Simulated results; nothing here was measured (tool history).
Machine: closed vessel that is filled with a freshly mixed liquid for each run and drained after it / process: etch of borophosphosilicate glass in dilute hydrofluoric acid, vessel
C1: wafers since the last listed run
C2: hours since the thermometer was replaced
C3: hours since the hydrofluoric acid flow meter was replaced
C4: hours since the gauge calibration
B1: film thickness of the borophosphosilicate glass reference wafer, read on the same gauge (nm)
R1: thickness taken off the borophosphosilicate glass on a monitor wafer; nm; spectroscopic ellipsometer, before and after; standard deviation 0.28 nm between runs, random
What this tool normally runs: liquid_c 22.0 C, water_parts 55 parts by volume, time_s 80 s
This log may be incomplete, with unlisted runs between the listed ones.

run 1 day=0.000 | liquid_c=22.0 water_parts=55 time_s=55 | C1=0 C2=160.7 C3=1752.5 C4=959.1 | B1=69.98 | R1=33.21
run 2 day=1.171 | liquid_c=18.0 water_parts=55 time_s=115 | C1=4091 C2=188.8 C3=1780.6 C4=987.2 | B1=69.99 | R1=59.04
-- day=4.175 gauge calibrated
run 3 day=4.675 | liquid_c=22.0 water_parts=55 time_s=80 | C1=12245 C2=272.9 C3=1864.7 C4=12.0 | B1=70.00 | R1=48.17
run 4 day=6.500 | liquid_c=22.0 water_parts=55 time_s=80 | C1=6377 C2=316.7 C3=1908.5 C4=55.8 | B1=69.98 | R1=48.58
run 5 day=7.517 | liquid_c=22.0 water_parts=70 time_s=80 | C1=3552 C2=341.1 C3=1932.9 C4=80.2 | B1=70.04 | R1=37.26
run 6 day=8.542 | liquid_c=22.0 water_parts=70 time_s=80 | C1=3581 C2=365.7 C3=1957.5 C4=104.8 | B1=70.03 | R1=37.01
run 7 day=10.304 | liquid_c=22.0 water_parts=55 time_s=80 | C1=6159 C2=408.0 C3=1999.8 C4=147.1 | B1=69.98 | R1=48.58
run 8 day=17.512 | liquid_c=22.0 water_parts=55 time_s=80 | C1=25190 C2=581.0 C3=2172.8 C4=320.1 | B1=70.02 | R1=48.01
-- day=17.788 thermometer replaced
run 9 day=19.783 | liquid_c=22.0 water_parts=55 time_s=80 | C1=7789 C2=47.9 C3=2227.3 C4=374.6 | B1=70.01 | R1=48.12
-- day=25.675 hydrofluoric acid flow meter replaced
run 10 day=25.979 | liquid_c=22.0 water_parts=55 time_s=80 | C1=21506 C2=196.6 C3=7.3 C4=523.3 | B1=70.05 | R1=48.41
run 11 day=33.950 | liquid_c=22.0 water_parts=35 time_s=80 | C1=27854 C2=387.9 C3=198.6 C4=714.6 | B1=69.99 | R1=77.94
run 12 day=35.600 | liquid_c=22.0 water_parts=35 time_s=80 | C1=5766 C2=427.5 C3=238.2 C4=754.2 | B1=70.03 | R1=77.90
run 13 day=36.933 | liquid_c=17.5 water_parts=55 time_s=80 | C1=4659 C2=459.5 C3=270.2 C4=786.2 | B1=70.05 | R1=40.00
run 14 day=38.342 | liquid_c=19.5 water_parts=25 time_s=120 | C1=4921 C2=493.3 C3=304.0 C4=820.0 | B1=69.98 | R1=148.55
run 15 day=41.242 | liquid_c=17.0 water_parts=65 time_s=105 | C1=10134 C2=562.9 C3=373.6 C4=889.6 | B1=69.99 | R1=42.90
run 16 day=43.304 | liquid_c=22.0 water_parts=55 time_s=80 | C1=7207 C2=612.4 C3=423.1 C4=939.1 | B1=70.00 | R1=48.59
-- day=44.254 gauge calibrated
run 17 day=45.529 | liquid_c=25.5 water_parts=30 time_s=30 | C1=7775 C2=665.8 C3=476.5 C4=30.6 | B1=70.00 | R1=40.16
-- day=46.425 thermometer replaced
run 18 day=47.979 | liquid_c=22.0 water_parts=35 time_s=80 | C1=8416 C2=37.3 C3=535.3 C4=89.4 | B1=70.02 | R1=77.50
run 19 day=49.062 | liquid_c=24.5 water_parts=65 time_s=80 | C1=3785 C2=63.3 C3=561.3 C4=115.4 | B1=70.01 | R1=44.32
run 20 day=50.583 | liquid_c=22.0 water_parts=55 time_s=80 | C1=5314 C2=99.8 C3=597.8 C4=151.9 | B1=70.01 | R1=48.39
run 21 day=52.800 | liquid_c=22.0 water_parts=40 time_s=80 | C1=7746 C2=153.0 C3=651.0 C4=205.1 | B1=69.98 | R1=67.82
run 22 day=55.250 | liquid_c=22.0 water_parts=55 time_s=80 | C1=8561 C2=211.8 C3=709.8 C4=263.9 | B1=70.01 | R1=48.35
run 23 day=57.783 | liquid_c=20.5 water_parts=80 time_s=35 | C1=8852 C2=272.6 C3=770.6 C4=324.7 | B1=70.05 | R1=13.16
run 24 day=59.821 | liquid_c=22.0 water_parts=75 time_s=95 | C1=7120 C2=321.5 C3=819.5 C4=373.6 | B1=69.95 | R1=41.41

Forecast each of these 5 alternatives for the next run:
run A day=59.850 | liquid_c=22.0 water_parts=55 time_s=65 | C1=101 C2=322.2 C3=820.2 C4=374.3 | B1=? | R1=?
run B day=59.850 | liquid_c=17.5 water_parts=70 time_s=45 | C1=101 C2=322.2 C3=820.2 C4=374.3 | B1=? | R1=?
run C day=59.850 | liquid_c=20.0 water_parts=40 time_s=65 | C1=101 C2=322.2 C3=820.2 C4=374.3 | B1=? | R1=?
run D day=59.850 | liquid_c=22.0 water_parts=85 time_s=80 | C1=101 C2=322.2 C3=820.2 C4=374.3 | B1=? | R1=?
run E day=59.850 | liquid_c=22.0 water_parts=75 time_s=105 | C1=101 C2=322.2 C3=820.2 C4=374.3 | B1=? | R1=?

run=A B1=70.02 R1=39.69
run=B B1=70.02 R1=17.55
run=C B1=70.02 R1=51.10
run=D B1=70.02 R1=30.47
run=E B1=70.02 R1=45.87
Take away the tool's hidden state, keep each run's random variation, and the runs would have read:
run=A R1=39.69
run=B R1=17.55
run=C R1=51.10
run=D R1=30.47
run=E R1=45.87
